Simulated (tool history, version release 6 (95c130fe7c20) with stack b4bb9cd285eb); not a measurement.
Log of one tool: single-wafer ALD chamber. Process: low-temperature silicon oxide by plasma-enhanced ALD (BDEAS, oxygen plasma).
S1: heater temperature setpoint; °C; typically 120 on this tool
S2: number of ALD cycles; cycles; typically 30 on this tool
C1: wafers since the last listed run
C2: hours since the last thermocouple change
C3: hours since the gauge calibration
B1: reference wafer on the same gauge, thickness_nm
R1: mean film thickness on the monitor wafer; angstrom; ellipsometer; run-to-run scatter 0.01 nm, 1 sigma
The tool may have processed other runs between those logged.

| run | day | S1 | S2 | C1 | C2 | C3 | B1 | R1 |
|---|---|---|---|---|---|---|---|---|
| 1 | 0.000 | 114 | 30 | 0 | 1908.5 | 343.7 | 4.100 | 40.64 |
| 2 | 1.762 | 120 | 33 | 254 | 1950.8 | 386.0 | 4.104 | 44.39 |
| 3 | 3.504 | 120 | 30 | 251 | 1992.6 | 427.8 | 4.100 | 40.35 |
| 4 | 5.217 | 120 | 30 | 247 | 2033.7 | 468.9 | 4.102 | 40.43 |
| 5 | 7.262 | 120 | 32 | 295 | 2082.8 | 518.0 | 4.100 | 43.01 |
| 6 | 8.904 | 120 | 32 | 236 | 2122.2 | 557.4 | 4.099 | 43.07 |
| 7 | 11.629 | 120 | 27 | 393 | 2187.6 | 622.8 | 4.098 | 36.29 |
| 8 | 13.675 | 110 | 32 | 295 | 2236.7 | 671.9 | 4.096 | 44.03 |
|  | 14.646 | gauge calibrated |
| 9 | 16.367 | 120 | 25 | 388 | 2301.3 | 41.3 | 4.097 | 33.51 |
| 10 | 19.012 | 128 | 27 | 381 | 2364.8 | 104.8 | 4.099 | 35.63 |
|  | 20.862 | thermocouple changed; heater temperature recalibrated |
| 11 | 21.579 | 120 | 34 | 322 | 17.2 | 166.4 | 4.101 | 45.76 |
| 12 | 23.812 | 113 | 28 | 322 | 70.8 | 220.0 | 4.101 | 38.30 |
| 13 | 26.796 | 111 | 26 | 430 | 142.4 | 291.6 | 4.103 | 35.59 |
| 14 | 28.550 | 120 | 30 | 253 | 184.5 | 333.7 | 4.098 | 40.22 |
| 15 | 29.558 | 130 | 36 | 145 | 208.7 | 357.9 | 4.098 | 47.50 |

For each run, what was the tool's unlogged condition?
wafer temperature above the value expected at the setpoint (K): 0 at every run
gauge reads high (%): 0 at every run
